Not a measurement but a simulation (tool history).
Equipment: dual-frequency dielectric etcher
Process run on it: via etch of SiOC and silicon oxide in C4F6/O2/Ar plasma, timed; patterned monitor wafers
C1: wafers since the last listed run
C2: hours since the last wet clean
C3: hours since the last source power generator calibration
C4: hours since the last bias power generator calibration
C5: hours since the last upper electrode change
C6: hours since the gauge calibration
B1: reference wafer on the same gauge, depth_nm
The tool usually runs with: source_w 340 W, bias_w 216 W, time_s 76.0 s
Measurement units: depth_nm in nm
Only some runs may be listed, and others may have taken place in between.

run 1 hour=0.0 | source_w=340 bias_w=216 time_s=76.0 | C1=0 C2=130.5 C3=1423.6 C4=4099.8 C5=2747.1 C6=237.7 | B1=97.2 | depth_nm=85.4
run 2 hour=26.7 | source_w=340 bias_w=216 time_s=76.0 | C1=182 C2=157.2 C3=1450.3 C4=4126.5 C5=2773.8 C6=264.4 | B1=97.1 | depth_nm=85.3
run 3 hour=62.1 | source_w=340 bias_w=216 time_s=76.0 | C1=241 C2=192.6 C3=1485.7 C4=4161.9 C5=2809.2 C6=299.8 | B1=97.3 | depth_nm=85.4
run 4 hour=89.7 | source_w=340 bias_w=216 time_s=76.0 | C1=188 C2=220.2 C3=1513.3 C4=4189.5 C5=2836.8 C6=327.4 | B1=97.2 | depth_nm=84.1
run 5 hour=107.5 | source_w=340 bias_w=216 time_s=63.5 | C1=121 C2=238.0 C3=1531.1 C4=4207.3 C5=2854.6 C6=345.2 | B1=97.2 | depth_nm=71.1
run 6 hour=129.1 | source_w=340 bias_w=216 time_s=63.5 | C1=147 C2=259.6 C3=1552.7 C4=4228.9 C5=2876.2 C6=366.8 | B1=97.2 | depth_nm=70.4
run 7 hour=159.1 | source_w=340 bias_w=216 time_s=63.5 | C1=204 C2=289.6 C3=1582.7 C4=4258.9 C5=2906.2 C6=396.8 | B1=97.1 | depth_nm=70.2
run 8 hour=187.4 | source_w=340 bias_w=216 time_s=76.0 | C1=193 C2=317.9 C3=1611.0 C4=4287.2 C5=2934.5 C6=425.1 | B1=97.1 | depth_nm=84.1
run 9 hour=210.6 | source_w=340 bias_w=244 time_s=58.5 | C1=158 C2=341.1 C3=1634.2 C4=4310.4 C5=2957.7 C6=448.3 | B1=97.3 | depth_nm=68.0
run 10 hour=224.2 | source_w=340 bias_w=244 time_s=58.5 | C1=92 C2=354.7 C3=1647.8 C4=4324.0 C5=2971.3 C6=461.9 | B1=97.0 | depth_nm=67.9
run 11 hour=243.9 | source_w=340 bias_w=244 time_s=58.5 | C1=134 C2=374.4 C3=1667.5 C4=4343.7 C5=2991.0 C6=481.6 | B1=97.2 | depth_nm=68.7
-- hour=254.1 gauge calibrated
run 12 hour=263.0 | source_w=340 bias_w=191 time_s=76.0 | C1=130 C2=393.5 C3=1686.6 C4=4362.8 C5=3010.1 C6=8.9 | B1=97.2 | depth_nm=78.9
run 13 hour=291.6 | source_w=340 bias_w=191 time_s=76.0 | C1=195 C2=422.1 C3=1715.2 C4=4391.4 C5=3038.7 C6=37.5 | B1=97.2 | depth_nm=78.8
run 14 hour=315.4 | source_w=340 bias_w=216 time_s=76.0 | C1=162 C2=445.9 C3=1739.0 C4=4415.2 C5=3062.5 C6=61.3 | B1=97.2 | depth_nm=82.4
run 15 hour=342.0 | source_w=340 bias_w=216 time_s=85.5 | C1=181 C2=472.5 C3=1765.6 C4=4441.8 C5=3089.1 C6=87.9 | B1=97.2 | depth_nm=93.0
run 16 hour=363.0 | source_w=390 bias_w=216 time_s=83.5 | C1=143 C2=493.5 C3=1786.6 C4=4462.8 C5=3110.1 C6=108.9 | B1=97.2 | depth_nm=98.1
-- hour=383.2 source power generator calibrated
run 17 hour=393.8 | source_w=340 bias_w=216 time_s=76.0 | C1=182 C2=524.3 C3=10.6 C4=4493.6 C5=3140.9 C6=139.7 | B1=97.2 | depth_nm=82.8
-- hour=427.1 wet clean of the chamber
run 18 hour=427.6 | source_w=260 bias_w=168 time_s=61.5 | C1=66 C2=0.5 C3=44.4 C4=4527.4 C5=3174.7 C6=173.5 | B1=97.2 | depth_nm=53.6
run 19 hour=455.7 | source_w=370 bias_w=216 time_s=65.5 | C1=191 C2=28.6 C3=72.5 C4=4555.5 C5=3202.8 C6=201.6 | B1=97.2 | depth_nm=77.3
run 20 hour=477.3 | source_w=410 bias_w=193 time_s=70.0 | C1=147 C2=50.2 C3=94.1 C4=4577.1 C5=3224.4 C6=223.2 | B1=97.1 | depth_nm=82.8
-- hour=499.9 bias power generator calibrated
run 21 hour=500.4 | source_w=260 bias_w=216 time_s=55.0 | C1=130 C2=73.3 C3=117.2 C4=0.5 C5=3247.5 C6=246.3 | B1=97.2 | depth_nm=53.3
-- hour=527.8 upper electrode replaced
run 22 hour=528.3 | source_w=390 bias_w=216 time_s=83.5 | C1=26 C2=101.2 C3=145.1 C4=28.4 C5=0.5 C6=274.2 | B1=97.2 | depth_nm=101.0
run 23 hour=549.5 | source_w=340 bias_w=169 time_s=67.5 | C1=144 C2=122.4 C3=166.3 C4=49.6 C5=21.7 C6=295.4 | B1=97.1 | depth_nm=67.4
run 24 hour=584.1 | source_w=340 bias_w=171 time_s=62.5 | C1=236 C2=157.0 C3=200.9 C4=84.2 C5=56.3 C6=330.0 | B1=97.3 | depth_nm=62.5
run 25 hour=612.5 | source_w=360 bias_w=216 time_s=76.0 | C1=193 C2=185.4 C3=229.3 C4=112.6 C5=84.7 C6=358.4 | B1=97.1 | depth_nm=87.7
run 26 hour=624.9 | source_w=340 bias_w=216 time_s=76.0 | C1=84 C2=197.8 C3=241.7 C4=125.0 C5=97.1 C6=370.8 | B1=97.3 | depth_nm=83.6
run 27 hour=660.7 | source_w=300 bias_w=257 time_s=62.5 | C1=244 C2=233.6 C3=277.5 C4=160.8 C5=132.9 C6=406.6 | B1=97.3 | depth_nm=70.1
run 28 hour=673.2 | source_w=360 bias_w=216 time_s=76.0 | C1=85 C2=246.1 C3=290.0 C4=173.3 C5=145.4 C6=419.1 | B1=97.3 | depth_nm=86.9
run 29 hour=686.9 | source_w=300 bias_w=244 time_s=59.0 | C1=93 C2=259.8 C3=303.7 C4=187.0 C5=159.1 C6=432.8 | B1=97.1 | depth_nm=64.7
run 30 hour=711.7 | source_w=260 bias_w=168 time_s=61.5 | C1=169 C2=284.6 C3=328.5 C4=211.8 C5=183.9 C6=457.6 | B1=97.2 | depth_nm=51.4

Results per run with the tool's hidden condition removed, run-to-run variation unchanged:
What the log doesn't record here: etch rate over this chamber's usual, %; source power that arrives over what is set, %; bias power that arrives over what is set, %; gauge reads high (%).
run=1 depth_nm=86.5
run=2 depth_nm=86.6
run=3 depth_nm=86.9
run=4 depth_nm=85.9
run=5 depth_nm=72.7
run=6 depth_nm=72.1
run=7 depth_nm=72.1
run=8 depth_nm=86.6
run=9 depth_nm=70.2
run=10 depth_nm=70.1
run=11 depth_nm=71.1
run=12 depth_nm=81.9
run=13 depth_nm=81.9
run=14 depth_nm=85.9
run=15 depth_nm=97.1
run=16 depth_nm=102.7
run=17 depth_nm=86.9
run=18 depth_nm=53.9
run=19 depth_nm=77.9
run=20 depth_nm=83.5
run=21 depth_nm=53.9
run=22 depth_nm=102.4
run=23 depth_nm=68.4
run=24 depth_nm=63.7
run=25 depth_nm=89.6
run=26 depth_nm=85.5
run=27 depth_nm=72.0
run=28 depth_nm=89.3
run=29 depth_nm=66.6
run=30 depth_nm=53.0

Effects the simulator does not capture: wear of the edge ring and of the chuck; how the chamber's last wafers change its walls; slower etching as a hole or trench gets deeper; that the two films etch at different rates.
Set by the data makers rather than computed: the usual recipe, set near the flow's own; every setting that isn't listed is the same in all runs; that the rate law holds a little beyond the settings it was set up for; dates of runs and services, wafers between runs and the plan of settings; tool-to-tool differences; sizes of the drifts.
